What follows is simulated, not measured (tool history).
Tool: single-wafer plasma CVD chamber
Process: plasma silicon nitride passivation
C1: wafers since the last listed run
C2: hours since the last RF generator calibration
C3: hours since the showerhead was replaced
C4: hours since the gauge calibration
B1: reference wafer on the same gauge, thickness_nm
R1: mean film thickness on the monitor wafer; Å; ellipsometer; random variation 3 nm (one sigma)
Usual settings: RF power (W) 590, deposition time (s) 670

run 1 day=0.000 | RF_power_(W)=510 deposition_time_(s)=670 | C1=0 C2=327.9 C3=4091.8 C4=676.4 | B1=1178.229 | R1=9605.28
run 2 day=1.675 | RF_power_(W)=510 deposition_time_(s)=670 | C1=133 C2=368.1 C3=4132.0 C4=716.6 | B1=1180.358 | R1=9560.87
run 3 day=4.538 | RF_power_(W)=590 deposition_time_(s)=670 | C1=227 C2=436.8 C3=4200.7 C4=785.3 | B1=1179.835 | R1=10075.18
run 4 day=7.412 | RF_power_(W)=590 deposition_time_(s)=670 | C1=228 C2=505.8 C3=4269.7 C4=854.3 | B1=1177.434 | R1=10094.86
run 5 day=10.275 | RF_power_(W)=590 deposition_time_(s)=670 | C1=227 C2=574.5 C3=4338.4 C4=923.0 | B1=1176.876 | R1=10076.57
run 6 day=11.700 | RF_power_(W)=590 deposition_time_(s)=767 | C1=113 C2=608.7 C3=4372.6 C4=957.2 | B1=1175.077 | R1=11457.90
run 7 day=14.667 | RF_power_(W)=590 deposition_time_(s)=767 | C1=235 C2=679.9 C3=4443.8 C4=1028.4 | B1=1174.032 | R1=11521.16
run 8 day=17.071 | RF_power_(W)=590 deposition_time_(s)=670 | C1=191 C2=737.6 C3=4501.5 C4=1086.1 | B1=1173.859 | R1=10034.93
run 9 day=19.854 | RF_power_(W)=590 deposition_time_(s)=670 | C1=221 C2=804.4 C3=4568.3 C4=1152.9 | B1=1174.209 | R1=10037.83
run 10 day=22.300 | RF_power_(W)=590 deposition_time_(s)=670 | C1=194 C2=863.1 C3=4627.0 C4=1211.6 | B1=1173.168 | R1=10037.74
run 11 day=28.962 | RF_power_(W)=590 deposition_time_(s)=670 | C1=529 C2=1023.0 C3=4786.9 C4=1371.5 | B1=1172.024 | R1=10042.51
run 12 day=31.871 | RF_power_(W)=590 deposition_time_(s)=670 | C1=231 C2=1092.8 C3=4856.7 C4=1441.3 | B1=1171.910 | R1=10057.83
run 13 day=34.058 | RF_power_(W)=505 deposition_time_(s)=670 | C1=174 C2=1145.3 C3=4909.2 C4=1493.8 | B1=1170.033 | R1=9494.97
run 14 day=38.617 | RF_power_(W)=505 deposition_time_(s)=670 | C1=362 C2=1254.7 C3=5018.6 C4=1603.2 | B1=1170.137 | R1=9490.71
-- day=41.008 gauge calibrated
run 15 day=41.421 | RF_power_(W)=505 deposition_time_(s)=670 | C1=223 C2=1322.0 C3=5085.9 C4=9.9 | B1=1205.189 | R1=9761.71
run 16 day=43.733 | RF_power_(W)=680 deposition_time_(s)=670 | C1=183 C2=1377.5 C3=5141.4 C4=65.4 | B1=1204.234 | R1=10782.88
-- day=45.200 RF generator calibrated
run 17 day=45.225 | RF_power_(W)=680 deposition_time_(s)=670 | C1=92 C2=0.6 C3=5177.2 C4=101.2 | B1=1200.307 | R1=10775.11
run 18 day=46.312 | RF_power_(W)=620 deposition_time_(s)=594 | C1=86 C2=26.7 C3=5203.3 C4=127.3 | B1=1199.085 | R1=9274.60
run 19 day=49.062 | RF_power_(W)=620 deposition_time_(s)=594 | C1=218 C2=92.7 C3=5269.3 C4=193.3 | B1=1196.307 | R1=9197.45
run 20 day=50.504 | RF_power_(W)=590 deposition_time_(s)=670 | C1=114 C2=127.3 C3=5303.9 C4=227.9 | B1=1194.103 | R1=10260.75
run 21 day=52.646 | RF_power_(W)=710 deposition_time_(s)=749 | C1=170 C2=178.7 C3=5355.3 C4=279.3 | B1=1192.275 | R1=12129.46
run 22 day=54.504 | RF_power_(W)=685 deposition_time_(s)=777 | C1=147 C2=223.3 C3=5399.9 C4=323.9 | B1=1190.583 | R1=12471.87
run 23 day=55.829 | RF_power_(W)=515 deposition_time_(s)=735 | C1=105 C2=255.1 C3=5431.7 C4=355.7 | B1=1189.117 | R1=10638.20
run 24 day=58.538 | RF_power_(W)=590 deposition_time_(s)=670 | C1=215 C2=320.1 C3=5496.7 C4=420.7 | B1=1186.820 | R1=10105.20
run 25 day=62.279 | RF_power_(W)=590 deposition_time_(s)=670 | C1=297 C2=409.9 C3=5586.5 C4=510.5 | B1=1183.757 | R1=10135.67
run 26 day=65.250 | RF_power_(W)=560 deposition_time_(s)=670 | C1=236 C2=481.2 C3=5657.8 C4=581.8 | B1=1180.453 | R1=9938.09
run 27 day=66.638 | RF_power_(W)=515 deposition_time_(s)=735 | C1=110 C2=514.5 C3=5691.1 C4=615.1 | B1=1179.914 | R1=10642.18
run 28 day=67.954 | RF_power_(W)=515 deposition_time_(s)=670 | C1=104 C2=546.1 C3=5722.7 C4=646.7 | B1=1181.254 | R1=9626.46
run 29 day=70.108 | RF_power_(W)=590 deposition_time_(s)=732 | C1=171 C2=597.8 C3=5774.4 C4=698.4 | B1=1178.766 | R1=11039.50
-- day=71.483 showerhead replaced
run 30 day=71.504 | RF_power_(W)=505 deposition_time_(s)=615 | C1=84 C2=631.3 C3=0.5 C4=731.9 | B1=1177.692 | R1=8764.91
run 31 day=72.442 | RF_power_(W)=590 deposition_time_(s)=670 | C1=74 C2=653.8 C3=23.0 C4=754.4 | B1=1178.555 | R1=10119.27
run 32 day=74.475 | RF_power_(W)=630 deposition_time_(s)=744 | C1=161 C2=702.6 C3=71.8 C4=803.2 | B1=1177.872 | R1=11396.01
run 33 day=76.258 | RF_power_(W)=500 deposition_time_(s)=612 | C1=141 C2=745.4 C3=114.6 C4=846.0 | B1=1175.851 | R1=8682.84
run 34 day=77.442 | RF_power_(W)=680 deposition_time_(s)=573 | C1=94 C2=773.8 C3=143.0 C4=874.4 | B1=1176.298 | R1=9045.48
run 35 day=79.012 | RF_power_(W)=690 deposition_time_(s)=579 | C1=124 C2=811.5 C3=180.7 C4=912.1 | B1=1176.176 | R1=9197.89
run 36 day=81.938 | RF_power_(W)=690 deposition_time_(s)=593 | C1=232 C2=881.7 C3=250.9 C4=982.3 | B1=1173.972 | R1=9388.44
run 37 day=82.979 | RF_power_(W)=630 deposition_time_(s)=800 | C1=82 C2=906.7 C3=275.9 C4=1007.3 | B1=1175.179 | R1=12272.37
run 38 day=85.354 | RF_power_(W)=640 deposition_time_(s)=670 | C1=188 C2=963.7 C3=332.9 C4=1064.3 | B1=1173.494 | R1=10338.76
run 39 day=86.512 | RF_power_(W)=525 deposition_time_(s)=632 | C1=92 C2=991.5 C3=360.7 C4=1092.1 | B1=1172.906 | R1=9065.99
run 40 day=87.821 | RF_power_(W)=545 deposition_time_(s)=613 | C1=104 C2=1022.9 C3=392.1 C4=1123.5 | B1=1173.039 | R1=8916.12
run 41 day=89.329 | RF_power_(W)=495 deposition_time_(s)=739 | C1=119 C2=1059.1 C3=428.3 C4=1159.7 | B1=1172.404 | R1=10402.23
run 42 day=91.704 | RF_power_(W)=495 deposition_time_(s)=670 | C1=188 C2=1116.1 C3=485.3 C4=1216.7 | B1=1174.097 | R1=9426.54

Forecast each of these 5 alternatives for the next run:
run A day=91.729 | RF_power_(W)=590 deposition_time_(s)=670 | C1=1 C2=1116.7 C3=485.9 C4=1217.3 | B1=? | R1=?
run B day=91.729 | RF_power_(W)=650 deposition_time_(s)=625 | C1=1 C2=1116.7 C3=485.9 C4=1217.3 | B1=? | R1=?
run C day=91.729 | RF_power_(W)=590 deposition_time_(s)=560 | C1=1 C2=1116.7 C3=485.9 C4=1217.3 | B1=? | R1=?
run D day=91.729 | RF_power_(W)=670 deposition_time_(s)=670 | C1=1 C2=1116.7 C3=485.9 C4=1217.3 | B1=? | R1=?
run E day=91.729 | RF_power_(W)=590 deposition_time_(s)=548 | C1=1 C2=1116.7 C3=485.9 C4=1217.3 | B1=? | R1=?

run=A B1=1172.846 R1=10028.09
run=B B1=1172.846 R1=9677.34
run=C B1=1172.846 R1=8381.69
run=D B1=1172.846 R1=10483.67
run=E B1=1172.846 R1=8202.08
Without the tool's hidden state the same runs would have given:
run=A R1=10350.45
run=B R1=9988.43
run=C R1=8651.13
run=D R1=10820.68
run=E R1=8465.75
